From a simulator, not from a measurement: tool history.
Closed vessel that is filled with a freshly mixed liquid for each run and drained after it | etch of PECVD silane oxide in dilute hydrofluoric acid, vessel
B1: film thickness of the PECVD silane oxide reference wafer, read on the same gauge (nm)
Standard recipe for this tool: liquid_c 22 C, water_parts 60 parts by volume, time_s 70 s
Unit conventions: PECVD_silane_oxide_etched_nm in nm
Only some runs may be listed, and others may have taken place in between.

{"run": 1, "hour": 0.0, "liquid_c": 20.5, "water_parts": 70, "time_s": 70, "B1": 40.02, "PECVD_silane_oxide_etched_nm": 32.81}
{"run": 2, "hour": 13.1, "liquid_c": 20.5, "water_parts": 70, "time_s": 70, "B1": 40.02, "PECVD_silane_oxide_etched_nm": 32.86}
{"hour": 17.0, "done": "gauge calibrated"}
{"run": 3, "hour": 29.6, "liquid_c": 22, "water_parts": 60, "time_s": 95, "B1": 40.02, "PECVD_silane_oxide_etched_nm": 55.56}
{"run": 4, "hour": 44.4, "liquid_c": 22, "water_parts": 60, "time_s": 95, "B1": 40.02, "PECVD_silane_oxide_etched_nm": 55.58}
{"run": 5, "hour": 56.8, "liquid_c": 20, "water_parts": 60, "time_s": 50, "B1": 39.97, "PECVD_silane_oxide_etched_nm": 26.61}
{"run": 6, "hour": 63.1, "liquid_c": 20, "water_parts": 60, "time_s": 50, "B1": 39.94, "PECVD_silane_oxide_etched_nm": 26.96}
{"run": 7, "hour": 69.3, "liquid_c": 20, "water_parts": 60, "time_s": 50, "B1": 40.01, "PECVD_silane_oxide_etched_nm": 26.87}
{"run": 8, "hour": 115.1, "liquid_c": 22, "water_parts": 60, "time_s": 45, "B1": 40.01, "PECVD_silane_oxide_etched_nm": 26.42}
{"run": 9, "hour": 121.8, "liquid_c": 22, "water_parts": 60, "time_s": 45, "B1": 40, "PECVD_silane_oxide_etched_nm": 26.37}
{"hour": 127.8, "done": "hydrofluoric acid flow meter replaced"}
{"run": 10, "hour": 133.2, "liquid_c": 22, "water_parts": 60, "time_s": 70, "B1": 40.02, "PECVD_silane_oxide_etched_nm": 41.68}
{"run": 11, "hour": 142.2, "liquid_c": 22, "water_parts": 60, "time_s": 70, "B1": 39.95, "PECVD_silane_oxide_etched_nm": 41.09}
{"run": 12, "hour": 155.7, "liquid_c": 22, "water_parts": 60, "time_s": 100, "B1": 40.04, "PECVD_silane_oxide_etched_nm": 59.92}
{"run": 13, "hour": 192.5, "liquid_c": 22, "water_parts": 60, "time_s": 100, "B1": 39.98, "PECVD_silane_oxide_etched_nm": 59.15}
{"hour": 195.9, "done": "thermometer replaced"}
{"run": 14, "hour": 216.5, "liquid_c": 22, "water_parts": 60, "time_s": 70, "B1": 40, "PECVD_silane_oxide_etched_nm": 40.77}
{"run": 15, "hour": 233.3, "liquid_c": 22, "water_parts": 40, "time_s": 70, "B1": 40.04, "PECVD_silane_oxide_etched_nm": 63.86}
{"hour": 244.8, "done": "gauge calibrated"}
{"run": 16, "hour": 245.1, "liquid_c": 22, "water_parts": 75, "time_s": 55, "B1": 40.02, "PECVD_silane_oxide_etched_nm": 25.63}
{"run": 17, "hour": 257.6, "liquid_c": 20.5, "water_parts": 80, "time_s": 95, "B1": 39.96, "PECVD_silane_oxide_etched_nm": 38.08}
{"run": 18, "hour": 273.8, "liquid_c": 20.5, "water_parts": 60, "time_s": 70, "B1": 39.98, "PECVD_silane_oxide_etched_nm": 38.76}
{"run": 19, "hour": 285.5, "liquid_c": 22, "water_parts": 60, "time_s": 70, "B1": 40.03, "PECVD_silane_oxide_etched_nm": 41.55}
{"run": 20, "hour": 302.3, "liquid_c": 22, "water_parts": 60, "time_s": 70, "B1": 39.98, "PECVD_silane_oxide_etched_nm": 41.03}
{"run": 21, "hour": 315.5, "liquid_c": 20, "water_parts": 60, "time_s": 50, "B1": 40.01, "PECVD_silane_oxide_etched_nm": 27.02}

The next listed run, before its measurement:
{"run": 22, "hour": 329.7, "liquid_c": 22, "water_parts": 60, "time_s": 110, "B1": "?", "PECVD_silane_oxide_etched_nm": "?"}

B1: 40.01
PECVD_silane_oxide_etched_nm: 64.15 nm
With no hidden state in the tool, this same run would have given PECVD_silane_oxide_etched_nm 64.15 nm.
